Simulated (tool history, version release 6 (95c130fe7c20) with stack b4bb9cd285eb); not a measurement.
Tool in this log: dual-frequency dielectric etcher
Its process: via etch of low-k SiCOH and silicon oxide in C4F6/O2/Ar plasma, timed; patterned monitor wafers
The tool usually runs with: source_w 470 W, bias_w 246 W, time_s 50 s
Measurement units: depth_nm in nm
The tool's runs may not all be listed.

run	hour	source_w	bias_w	time_s	wafers since the last listed run	hours since the last wet clean	hours since the last source power generator calibration	hours since the last bias power generator calibration	hours since the last upper electrode change	hours since the gauge calibration	read-back reference wafer on the same gauge, depth_nm	depth_nm
1	0	470	246	50	0	297.1	2793.4	1582.1	843.4	843.2	148.1	142.3
2	29.7	470	246	50	390	326.8	2823.1	1611.8	873.1	872.9	147.8	143.4
# hour 87.1: gauge calibrated
3	197.5	470	246	50	2205	494.6	2990.9	1779.6	1040.9	110.4	148.2	140.2
# hour 281.6: wet clean of the chamber
4	282.1	470	246	50	796	0.5	3075.5	1864.2	1125.5	195	147.9	145.1
5	314.3	470	246	50	423	32.7	3107.7	1896.4	1157.7	227.2	148	145.9
6	368.1	470	282	50	707	86.5	3161.5	1950.2	1211.5	281	147.7	155
7	430.8	410	246	50	824	149.2	3224.2	2012.9	1274.2	343.7	148.1	134.5
8	458.9	410	246	50	369	177.3	3252.3	2041	1302.3	371.8	148.3	133.6
9	536.4	410	246	50	1018	254.8	3329.8	2118.5	1379.8	449.3	147.9	133.2
# hour 561.2: bias power generator calibrated
10	569.4	470	246	50	381	287.8	3362.8	8.2	1412.8	482.3	148.1	142.5
11	617.9	470	246	50	637	336.3	3411.3	56.7	1461.3	530.8	148.1	141.3
12	647.5	470	246	50	389	365.9	3440.9	86.3	1490.9	560.4	147.9	142.1
13	686	470	246	50	505	404.4	3479.4	124.8	1529.4	598.9	147.8	141.9
14	752.1	470	272	50	868	470.5	3545.5	190.9	1595.5	665	148.3	148.6
15	817.8	470	246	57.5	863	536.2	3611.2	256.6	1661.2	730.7	148.1	160.5
16	876.9	470	246	50	776	595.3	3670.3	315.7	1720.3	789.8	147.7	138.9
# hour 918.2: wet clean of the chamber
17	918.7	510	246	35.5	233	0.5	3712.1	357.5	1762.1	831.6	148.1	108.5
# hour 932.7: gauge calibrated
18	942.5	470	246	50	312	24.3	3735.9	381.3	1785.9	9.8	147.8	144.2
# hour 967.2: upper electrode replaced, of another model than before
19	975.4	470	246	50	116	57.2	3768.8	414.2	8.2	42.7	148.1	145.7
20	1006.5	540	221	50	408	88.3	3799.9	445.3	39.3	73.8	148.2	156.7
# hour 1023: source power generator calibrated
21	1074.3	530	287	40.5	838	156.1	51.3	513.1	107.1	141.6	147.8	136.2
22	1137.2	420	246	50	826	219	114.2	576	170	204.5	148	129.3
23	1180.8	470	275	58.5	573	262.6	157.8	619.6	213.6	248.1	148	174.1
24	1252.4	530	246	50	941	334.2	229.4	691.2	285.2	319.7	148	157.7
25	1323.3	570	246	41	931	405.1	300.3	762.1	356.1	390.6	147.9	135.6
26	1355.1	580	216	61	417	436.9	332.1	793.9	387.9	422.4	148	195.8
27	1386.2	530	287	40.5	408	468	363.2	825	419	453.5	147.8	134.1
28	1455.3	360	246	50	908	537.1	432.3	894.1	488.1	522.6	148.1	104.5

What if the next run were any one of these 4? Each begins from the tool's condition after run 28:
A	1455.7	470	246	50	5	537.5	432.7	894.5	488.5	523	?	?
B	1455.7	360	246	64	5	537.5	432.7	894.5	488.5	523	?	?
C	1455.7	470	275	60	5	537.5	432.7	894.5	488.5	523	?	?
D	1455.7	350	273	58.5	5	537.5	432.7	894.5	488.5	523	?	?

run	read-back reference wafer on the same gauge, depth_nm	depth_nm
A	147.7	138.7
B	147.7	132.5
C	147.7	173.1
D	147.7	120.7
What these runs would have given with no unlogged condition in the tool:
run	depth_nm
A	144.3
B	137.9
C	180.1
D	125.6

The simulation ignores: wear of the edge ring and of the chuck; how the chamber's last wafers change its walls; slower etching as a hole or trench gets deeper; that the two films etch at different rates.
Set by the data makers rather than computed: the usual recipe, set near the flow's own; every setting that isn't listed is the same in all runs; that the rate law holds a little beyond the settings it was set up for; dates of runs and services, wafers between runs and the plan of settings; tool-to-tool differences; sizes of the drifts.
